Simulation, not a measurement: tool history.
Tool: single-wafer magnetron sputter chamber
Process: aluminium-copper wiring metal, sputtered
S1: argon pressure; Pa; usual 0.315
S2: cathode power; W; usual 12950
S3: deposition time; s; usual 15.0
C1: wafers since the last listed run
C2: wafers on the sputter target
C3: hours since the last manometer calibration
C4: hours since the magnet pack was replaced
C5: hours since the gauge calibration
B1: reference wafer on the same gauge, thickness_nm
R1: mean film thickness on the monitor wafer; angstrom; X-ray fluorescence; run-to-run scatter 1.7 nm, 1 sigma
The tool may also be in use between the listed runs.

run	day	S1	S2	S3	C1	C2	C3	C4	C5	B1	R1
1	0.000	0.315	12950	15.0	0	5272	1956.1	4761.3	390.2	294.724	3043.60
2	0.367	0.315	11900	15.0	370	5643	1964.9	4770.1	399.0	295.356	2788.66
3	0.733	0.226	12950	15.0	370	6014	1973.7	4778.9	407.8	295.129	3185.87
4	1.467	0.315	12950	15.0	741	6756	1991.3	4796.5	425.4	295.063	3052.35
# day 1.896: sputter target and shields replaced
5	1.917	0.315	12950	15.0	117	22	2002.1	4807.3	436.2	295.189	3173.65
6	2.129	0.315	12950	15.0	214	237	2007.2	4812.4	441.3	294.633	3161.31
7	4.150	0.315	12950	15.0	2043	2281	2055.7	4860.9	489.8	294.735	3081.80
8	4.546	0.315	12950	15.0	400	2682	2065.2	4870.4	499.3	295.356	3086.48
9	5.042	0.315	12950	15.0	501	3183	2077.1	4882.3	511.2	295.299	3064.33
10	5.458	0.361	12950	15.0	421	3604	2087.1	4892.3	521.2	295.080	3008.15
11	5.833	0.361	12950	15.0	379	3984	2096.1	4901.3	530.2	294.790	2950.24
12	6.129	0.360	10150	16.0	299	4283	2103.2	4908.4	537.3	294.909	2491.29
13	6.762	0.200	14650	13.6	640	4924	2118.4	4923.6	552.5	295.649	3388.13
# day 6.846: gauge calibrated
14	7.196	0.315	12950	17.0	438	5362	2128.8	4934.0	8.4	294.727	3462.77
15	7.833	0.315	13850	13.7	644	6007	2144.1	4949.3	23.7	294.537	2944.18
16	8.696	0.315	15550	15.0	872	6879	2164.8	4970.0	44.4	295.343	3636.67
# day 9.300: magnet pack replaced
# day 9.396: sputter target and shields replaced
17	9.429	0.315	15750	16.7	308	34	2182.4	3.1	62.0	295.333	4309.61
18	10.079	0.417	15300	15.0	657	692	2198.0	18.7	77.6	295.375	3535.67
19	10.554	0.197	10500	17.3	480	1172	2209.4	30.1	89.0	295.077	3156.38
20	11.033	0.363	11850	18.0	484	1657	2220.9	41.6	100.5	294.642	3341.37
# day 11.533: capacitance manometer re-zeroed and calibrated
21	11.671	0.315	14350	16.7	307	1964	3.3	56.9	115.8	295.325	3789.07
22	12.104	0.315	12950	15.0	438	2403	13.7	67.3	126.2	295.106	3076.66
23	12.617	0.315	10000	15.0	518	2921	26.0	79.6	138.5	295.252	2376.47
24	13.225	0.406	12950	15.0	615	3536	40.6	94.2	153.1	294.786	2916.48
25	13.688	0.223	9900	15.0	467	4004	51.7	105.3	164.2	294.901	2469.92
26	14.321	0.418	12950	15.0	640	4645	66.9	120.5	179.4	295.115	2886.50
27	14.992	0.260	14350	13.7	678	5323	83.0	136.6	195.5	295.120	3182.66
28	15.725	0.315	12950	15.9	741	6065	100.6	154.2	213.1	295.230	3206.28
29	16.142	0.315	12950	17.4	421	6486	110.6	164.2	223.1	294.883	3504.31
30	16.654	0.315	12950	15.0	518	7005	122.9	176.5	235.4	294.965	3060.62
# day 17.000: sputter target and shields replaced
31	17.300	0.315	15150	12.2	316	304	138.4	192.0	250.9	295.198	3002.44
32	17.946	0.315	15200	12.3	653	957	153.9	207.5	266.4	295.159	3019.05
33	18.521	0.315	12950	15.0	581	1539	167.7	221.3	280.2	295.078	3129.59
34	19.042	0.315	12950	15.0	526	2066	180.2	233.8	292.7	294.820	3098.71
35	19.679	0.270	14050	12.8	644	2711	195.5	249.1	308.0	294.845	2928.80

Measured less the same run without the tool's hidden state. The same run-to-run variation is in both; the gauge's scatter may not be:
Unlogged tool condition in this case: deposition rate above that of a new target (%); true argon pressure above the setpoint (%); gauge reads high (%).
run	R1
1	-157.87
2	-147.27
3	-170.81
4	-167.57
5	-17.64
6	-32.55
7	-123.62
8	-134.60
9	-144.81
10	-149.78
11	-152.60
12	-132.17
13	-187.69
14	-196.25
15	-171.28
16	-216.96
17	-13.07
18	-57.43
19	-75.70
20	-101.72
21	-141.37
22	-126.31
23	-106.23
24	-140.39
25	-124.05
26	-151.52
27	-172.90
28	-178.96
29	-197.90
30	-174.89
31	-34.21
32	-70.33
33	-98.96
34	-116.72
35	-127.46

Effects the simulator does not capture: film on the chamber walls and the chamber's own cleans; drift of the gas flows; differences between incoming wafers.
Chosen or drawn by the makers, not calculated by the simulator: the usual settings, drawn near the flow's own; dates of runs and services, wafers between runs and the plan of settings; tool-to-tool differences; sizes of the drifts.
